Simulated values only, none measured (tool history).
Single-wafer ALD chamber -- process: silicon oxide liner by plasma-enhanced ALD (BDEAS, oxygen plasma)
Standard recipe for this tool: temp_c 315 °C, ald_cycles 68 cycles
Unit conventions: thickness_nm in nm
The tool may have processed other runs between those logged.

run    hour  temp_c  ald_cycles  read-back reference wafer on the same gauge, thickness_nm  thickness_nm
  1     0.0     315          60                                                      7.727         5.700
  2    27.8     315          60                                                      7.747         5.716
  3    94.1     315          68                                                      7.763         6.528
  4   140.0     315          68                                                      7.772         6.571
  5   179.2     315          68                                                      7.787         6.532
  6   234.5     315          58                                                      7.789         5.610
  7   287.2     315          58                                                      7.826         5.648
  8   335.1     315          65                                                      7.820         6.345
  9   397.7     315          65                                                      7.834         6.313
 10   425.0     315          68                                                      7.854         6.667
 11   470.2     315          68                                                      7.882         6.721
 12   523.7     302          58                                                      7.889         5.720
 13   562.4     302          56                                                      7.906         5.592
      581.6  -- gauge calibrated
 14   628.6     315          75                                                      7.645         7.136
 15   677.2     319          81                                                      7.650         7.637
 16   736.2     310          81                                                      7.656         7.792
      789.2  -- thermocouple changed; heater temperature recalibrated
 17   807.9     315          68                                                      7.695         6.463
 18   864.4     306          68                                                      7.712         6.604
 19   891.6     325          81                                                      7.725         7.655
 20   933.4     315          68                                                      7.736         6.560
 21   959.0     305          59                                                      7.735         5.779
 22   999.8     326          79                                                      7.758         7.499
 23  1034.2     307          78                                                      7.780         7.584

Each row is a separate what-if for the run after 23, all from the same tool condition, not one after another. Results?
  A  1034.7     305          68                                                          ?             ?
  B  1034.7     309          68                                                          ?             ?
  C  1034.7     315          81                                                          ?             ?
  D  1034.7     308          64                                                          ?             ?

run  read-back reference wafer on the same gauge, thickness_nm  thickness_nm
  A                                                      7.763         6.646
  B                                                      7.763         6.613
  C                                                      7.763         7.819
  D                                                      7.763         6.232
Take away the tool's hidden state, keep each run's random variation, and the runs would have read:
run  thickness_nm
  A         6.513
  B         6.480
  C         7.662
  D         6.107

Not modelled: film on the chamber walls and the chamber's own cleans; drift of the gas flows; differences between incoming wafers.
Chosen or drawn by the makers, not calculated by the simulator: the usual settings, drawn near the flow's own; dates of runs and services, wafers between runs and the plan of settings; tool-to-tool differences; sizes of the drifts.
